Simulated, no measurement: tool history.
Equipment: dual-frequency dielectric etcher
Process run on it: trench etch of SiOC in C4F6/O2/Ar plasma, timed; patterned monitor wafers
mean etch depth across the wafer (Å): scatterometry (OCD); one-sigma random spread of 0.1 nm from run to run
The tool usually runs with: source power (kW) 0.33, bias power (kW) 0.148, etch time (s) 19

| run | hour | source power (kW) | bias power (kW) | etch time (s) | read-back reference wafer on the same gauge, depth_nm | mean etch depth across the wafer (Å) |
|---|---|---|---|---|---|---|
| 1 | 0 | 0.3 | 0.148 | 19 | 34.76 | 342.9 |
| 2 | 72.3 | 0.3 | 0.148 | 19 | 34.82 | 343.9 |
| 3 | 168.4 | 0.3 | 0.148 | 19 | 34.79 | 343.8 |
| 4 | 252.4 | 0.33 | 0.159 | 19 | 34.82 | 361.6 |
|  | 297 | wet clean of the chamber |
| 5 | 299 | 0.33 | 0.148 | 19 | 34.83 | 353.7 |
| 6 | 403.1 | 0.28 | 0.148 | 19 | 34.82 | 338.4 |
|  | 429.2 | gauge calibrated |
| 7 | 526.2 | 0.28 | 0.148 | 19 | 34.82 | 337.6 |
| 8 | 622.2 | 0.33 | 0.148 | 19 | 34.8 | 352.2 |
| 9 | 681.7 | 0.33 | 0.148 | 19 | 34.8 | 353 |
| 10 | 758.3 | 0.36 | 0.148 | 23 | 34.79 | 441 |
| 11 | 862.7 | 0.33 | 0.148 | 19 | 34.81 | 353.5 |

What will run 12 give?
| 12 | 913.8 | 0.27 | 0.175 | 22 | ? | ? |

read-back reference wafer on the same gauge, depth_nm: 34.75
mean etch depth across the wafer (Å): 409.4
With no hidden state in the tool, this same run would have given mean etch depth across the wafer (Å) 409.4.
